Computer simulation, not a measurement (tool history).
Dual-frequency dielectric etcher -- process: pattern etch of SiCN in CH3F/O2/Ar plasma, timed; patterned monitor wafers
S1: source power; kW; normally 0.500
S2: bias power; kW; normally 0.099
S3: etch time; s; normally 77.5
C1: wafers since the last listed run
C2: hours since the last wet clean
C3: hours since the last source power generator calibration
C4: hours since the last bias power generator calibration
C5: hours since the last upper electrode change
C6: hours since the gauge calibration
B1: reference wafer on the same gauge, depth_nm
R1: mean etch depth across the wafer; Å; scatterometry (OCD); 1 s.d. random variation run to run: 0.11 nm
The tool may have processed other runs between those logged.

| run | day | S1 | S2 | S3 | C1 | C2 | C3 | C4 | C5 | C6 | B1 | R1 |
|---|---|---|---|---|---|---|---|---|---|---|---|---|
| 1 | 0.000 | 0.500 | 0.092 | 77.5 | 0 | 196.6 | 3138.0 | 3273.4 | 4607.3 | 514.1 | 30.75 | 329.3 |
| 2 | 2.400 | 0.500 | 0.092 | 77.5 | 613 | 254.2 | 3195.6 | 3331.0 | 4664.9 | 571.7 | 30.73 | 328.7 |
| 3 | 4.517 | 0.500 | 0.099 | 77.5 | 540 | 305.0 | 3246.4 | 3381.8 | 4715.7 | 622.5 | 30.71 | 341.5 |
| 4 | 5.942 | 0.500 | 0.099 | 77.5 | 364 | 339.2 | 3280.6 | 3416.0 | 4749.9 | 656.7 | 30.73 | 341.0 |
| 5 | 8.175 | 0.500 | 0.099 | 77.5 | 570 | 392.8 | 3334.2 | 3469.6 | 4803.5 | 710.3 | 30.68 | 342.2 |
|  | 10.404 | wet clean of the chamber |
| 6 | 10.425 | 0.500 | 0.099 | 77.5 | 319 | 0.5 | 3388.2 | 3523.6 | 4857.5 | 764.3 | 30.67 | 340.9 |
| 7 | 11.112 | 0.500 | 0.099 | 77.5 | 175 | 17.0 | 3404.7 | 3540.1 | 4874.0 | 780.8 | 30.62 | 339.0 |
|  | 12.825 | upper electrode replaced |
| 8 | 12.846 | 0.470 | 0.099 | 67.0 | 187 | 58.6 | 3446.3 | 3581.7 | 0.5 | 822.4 | 30.61 | 290.3 |
| 9 | 13.733 | 0.470 | 0.099 | 67.0 | 226 | 79.9 | 3467.6 | 3603.0 | 21.8 | 843.7 | 30.66 | 288.1 |
|  | 15.838 | bias power generator calibrated |
| 10 | 16.538 | 0.470 | 0.099 | 67.0 | 674 | 147.2 | 3534.9 | 16.8 | 89.1 | 911.0 | 30.61 | 289.9 |
|  | 17.942 | gauge calibrated |
| 11 | 18.008 | 0.420 | 0.076 | 56.0 | 375 | 182.5 | 3570.2 | 52.1 | 124.4 | 1.6 | 31.56 | 214.8 |
| 12 | 20.467 | 0.500 | 0.099 | 77.5 | 628 | 241.5 | 3629.2 | 111.1 | 183.4 | 60.6 | 31.39 | 348.0 |
| 13 | 22.546 | 0.430 | 0.099 | 66.5 | 531 | 291.4 | 3679.1 | 161.0 | 233.3 | 110.5 | 31.31 | 286.8 |
| 14 | 25.167 | 0.400 | 0.121 | 93.5 | 669 | 354.3 | 3742.0 | 223.9 | 296.2 | 173.4 | 31.15 | 431.8 |
| 15 | 26.338 | 0.500 | 0.120 | 70.0 | 299 | 382.4 | 3770.1 | 252.0 | 324.3 | 201.5 | 31.11 | 340.8 |
|  | 26.808 | source power generator calibrated |
| 16 | 27.575 | 0.560 | 0.106 | 63.5 | 273 | 412.1 | 18.4 | 281.7 | 354.0 | 231.2 | 31.06 | 299.4 |
| 17 | 29.762 | 0.500 | 0.099 | 77.5 | 559 | 464.6 | 70.9 | 334.2 | 406.5 | 283.7 | 30.98 | 346.8 |
|  | 30.842 | wet clean of the chamber |
| 18 | 32.754 | 0.550 | 0.110 | 55.0 | 509 | 45.9 | 142.7 | 406.0 | 478.3 | 355.5 | 30.89 | 261.2 |
| 19 | 35.554 | 0.400 | 0.113 | 98.5 | 715 | 113.1 | 209.9 | 473.2 | 545.5 | 422.7 | 30.85 | 437.4 |
| 20 | 38.225 | 0.560 | 0.121 | 68.0 | 682 | 177.2 | 274.0 | 537.3 | 609.6 | 486.8 | 30.80 | 337.6 |
| 21 | 39.388 | 0.500 | 0.099 | 77.5 | 297 | 205.1 | 301.9 | 565.2 | 637.5 | 514.7 | 30.76 | 341.0 |

Hidden state or all else? Some run-to-run changes of R1, split into what the settings, what came in and random variation would give without the hidden state, and what is left for the hidden state (with any gauge scatter that isn't in both results):
The hidden state here: etch rate over this chamber's usual, %; source power that arrives over what is set, %; bias power that arrives over what is set, %; gauge reads high (%).
Run 10 -> 11: S1 0.470 -> 0.420, S2 0.099 -> 0.076, S3 67.0 -> 56.0, gauge calibrated. R1 -75.1 Å: hidden state +9.3, all else -84.4.
Run 13 -> 14: S1 0.430 -> 0.400, S2 0.099 -> 0.121, S3 66.5 -> 93.5. R1 +145.0 Å: hidden state -3.7, all else +148.7.
Run 18 -> 19: S1 0.550 -> 0.400, S2 0.110 -> 0.113, S3 55.0 -> 98.5. R1 +176.2 Å: hidden state -5.5, all else +181.7.

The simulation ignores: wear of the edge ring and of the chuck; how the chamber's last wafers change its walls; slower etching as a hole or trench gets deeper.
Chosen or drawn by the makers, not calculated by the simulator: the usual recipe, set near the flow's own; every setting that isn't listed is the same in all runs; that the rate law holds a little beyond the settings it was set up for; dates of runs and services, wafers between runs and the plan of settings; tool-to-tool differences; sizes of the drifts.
